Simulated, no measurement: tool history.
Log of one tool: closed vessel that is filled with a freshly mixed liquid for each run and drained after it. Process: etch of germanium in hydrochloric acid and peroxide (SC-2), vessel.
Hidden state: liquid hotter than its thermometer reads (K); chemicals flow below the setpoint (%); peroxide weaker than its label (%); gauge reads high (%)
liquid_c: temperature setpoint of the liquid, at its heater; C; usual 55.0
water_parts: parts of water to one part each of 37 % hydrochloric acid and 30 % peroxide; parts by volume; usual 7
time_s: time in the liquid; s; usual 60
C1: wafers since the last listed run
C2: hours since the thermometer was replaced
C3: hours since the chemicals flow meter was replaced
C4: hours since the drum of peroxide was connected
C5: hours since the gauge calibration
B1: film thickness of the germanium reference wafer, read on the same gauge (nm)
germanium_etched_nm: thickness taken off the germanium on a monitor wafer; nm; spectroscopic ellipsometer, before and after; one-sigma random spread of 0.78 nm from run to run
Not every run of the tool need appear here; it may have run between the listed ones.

run 1 day=0.000 | liquid_c=60.5 water_parts=7 time_s=80 | C1=0 C2=1479.6 C3=1867.1 C4=737.8 C5=370.0 | B1=110.03 | germanium_etched_nm=163.93
run 2 day=0.575 | liquid_c=60.5 water_parts=7 time_s=80 | C1=1540 C2=1493.4 C3=1880.9 C4=751.6 C5=383.8 | B1=109.99 | germanium_etched_nm=165.95
run 3 day=1.762 | liquid_c=59.0 water_parts=7 time_s=60 | C1=3181 C2=1521.9 C3=1909.4 C4=780.1 C5=412.3 | B1=109.97 | germanium_etched_nm=118.34
-- day=2.608 gauge calibrated
run 4 day=3.017 | liquid_c=51.5 water_parts=7 time_s=70 | C1=3360 C2=1552.0 C3=1939.5 C4=810.2 C5=9.8 | B1=110.02 | germanium_etched_nm=108.88
run 5 day=3.688 | liquid_c=51.5 water_parts=7 time_s=70 | C1=1797 C2=1568.1 C3=1955.6 C4=826.3 C5=25.9 | B1=110.00 | germanium_etched_nm=109.78
run 6 day=5.117 | liquid_c=55.0 water_parts=7 time_s=60 | C1=3829 C2=1602.4 C3=1989.9 C4=860.6 C5=60.2 | B1=110.00 | germanium_etched_nm=104.41
run 7 day=6.425 | liquid_c=55.0 water_parts=7 time_s=60 | C1=3505 C2=1633.8 C3=2021.3 C4=892.0 C5=91.6 | B1=110.00 | germanium_etched_nm=105.54
run 8 day=7.000 | liquid_c=55.0 water_parts=7 time_s=60 | C1=1540 C2=1647.6 C3=2035.1 C4=905.8 C5=105.4 | B1=109.99 | germanium_etched_nm=105.15
-- day=7.642 new drum of peroxide connected
run 9 day=7.967 | liquid_c=55.0 water_parts=7 time_s=60 | C1=2478 C2=1670.8 C3=2058.3 C4=7.8 C5=128.6 | B1=110.00 | germanium_etched_nm=103.49
run 10 day=9.388 | liquid_c=55.0 water_parts=7 time_s=60 | C1=3806 C2=1704.9 C3=2092.4 C4=41.9 C5=162.7 | B1=109.98 | germanium_etched_nm=104.86
run 11 day=10.308 | liquid_c=55.0 water_parts=7 time_s=70 | C1=2467 C2=1727.0 C3=2114.5 C4=64.0 C5=184.8 | B1=109.98 | germanium_etched_nm=122.81
run 12 day=11.667 | liquid_c=55.0 water_parts=7 time_s=70 | C1=3639 C2=1759.6 C3=2147.1 C4=96.6 C5=217.4 | B1=109.97 | germanium_etched_nm=122.74
run 13 day=12.454 | liquid_c=55.0 water_parts=7 time_s=70 | C1=2109 C2=1778.5 C3=2166.0 C4=115.5 C5=236.3 | B1=110.02 | germanium_etched_nm=122.60

Forecast run 14:
run 14 day=13.175 | liquid_c=55.0 water_parts=7 time_s=60 | C1=1931 C2=1795.8 C3=2183.3 C4=132.8 C5=253.6 | B1=? | germanium_etched_nm=?

Run 14 measured B1 109.99, germanium_etched_nm 104.78 nm.
Without the tool's hidden state the same run would have given germanium_etched_nm 104.78 nm.
